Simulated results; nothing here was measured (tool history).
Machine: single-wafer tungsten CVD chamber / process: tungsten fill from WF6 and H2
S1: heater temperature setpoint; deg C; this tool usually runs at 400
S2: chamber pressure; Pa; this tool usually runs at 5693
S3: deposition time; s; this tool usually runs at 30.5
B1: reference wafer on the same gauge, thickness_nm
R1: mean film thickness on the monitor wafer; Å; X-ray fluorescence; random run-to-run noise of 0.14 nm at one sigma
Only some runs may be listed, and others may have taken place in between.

| run | day | S1 | S2 | S3 | B1 | R1 |
|---|---|---|---|---|---|---|
| 1 | 0.000 | 400 | 5693 | 30.5 | 91.096 | 921.62 |
| 2 | 0.508 | 400 | 5693 | 30.5 | 91.081 | 921.42 |
| 3 | 0.804 | 400 | 5693 | 30.5 | 91.076 | 921.30 |
| 4 | 1.138 | 400 | 5693 | 30.5 | 91.093 | 920.00 |
| 5 | 1.392 | 400 | 5693 | 30.5 | 91.042 | 921.27 |
| 6 | 1.729 | 400 | 4920 | 30.5 | 91.084 | 854.81 |
| 7 | 2.412 | 400 | 5693 | 30.5 | 91.125 | 920.40 |
| 8 | 2.904 | 400 | 5693 | 30.5 | 91.083 | 919.40 |
| 9 | 3.329 | 400 | 5693 | 30.5 | 91.116 | 919.83 |
| 10 | 3.708 | 400 | 5693 | 30.5 | 91.094 | 919.73 |
| 11 | 4.079 | 400 | 5693 | 30.5 | 91.130 | 920.40 |
| 12 | 4.796 | 400 | 5693 | 30.5 | 91.094 | 921.25 |
| 13 | 5.354 | 400 | 5693 | 30.5 | 91.120 | 918.98 |
| 14 | 5.875 | 400 | 5693 | 29.1 | 91.110 | 877.05 |
| 15 | 6.588 | 400 | 5693 | 30.5 | 91.103 | 919.10 |
| 16 | 7.025 | 411 | 5693 | 36.2 | 91.100 | 1360.17 |
| 17 | 7.417 | 400 | 5693 | 30.5 | 91.089 | 918.62 |
| 18 | 7.683 | 394 | 5693 | 32.4 | 91.113 | 856.76 |
| 19 | 8.367 | 390 | 6319 | 30.5 | 91.073 | 777.71 |
|  | 9.138 | thermocouple changed; heater temperature recalibrated |
|  | 9.250 | showerhead replaced |
| 20 | 9.271 | 411 | 5026 | 30.5 | 91.117 | 1095.06 |
| 21 | 9.608 | 411 | 4520 | 27.3 | 91.108 | 924.61 |
| 22 | 10.212 | 400 | 5693 | 30.5 | 91.082 | 939.92 |
|  | 10.754 | gauge calibrated |
|  | 10.942 | capacitance manometer re-zeroed and calibrated |
| 23 | 10.962 | 400 | 5693 | 30.5 | 91.058 | 897.40 |
| 24 | 11.488 | 400 | 5693 | 30.5 | 91.123 | 900.98 |
| 25 | 12.217 | 391 | 4866 | 33.6 | 91.095 | 752.85 |
| 26 | 12.533 | 400 | 4866 | 30.5 | 91.053 | 830.41 |
| 27 | 13.146 | 394 | 5693 | 30.5 | 91.076 | 791.46 |
| 28 | 13.808 | 400 | 5693 | 25.3 | 91.065 | 745.85 |
| 29 | 14.162 | 395 | 5226 | 25.8 | 91.093 | 654.88 |
| 30 | 14.538 | 400 | 5026 | 30.5 | 91.100 | 845.47 |
| 31 | 15.025 | 400 | 4960 | 30.5 | 91.060 | 840.17 |

4 options for the next run, each taken on its own from the tool as it stands now. Forecast them:
| A | 15.042 | 400 | 5693 | 30.5 | ? | ? |
| B | 15.042 | 411 | 6306 | 30.5 | ? | ? |
| C | 15.042 | 388 | 5693 | 30.5 | ? | ? |
| D | 15.042 | 400 | 4933 | 33.8 | ? | ? |

| run | B1 | R1 |
|---|---|---|
| A | 91.088 | 903.06 |
| B | 91.088 | 1183.94 |
| C | 91.088 | 695.58 |
| D | 91.088 | 928.14 |
The same runs, with their run-to-run variation unchanged, on a tool lacking any hidden condition would have given:
| run | R1 |
|---|---|
| A | 909.02 |
| B | 1190.47 |
| C | 700.60 |
| D | 934.25 |
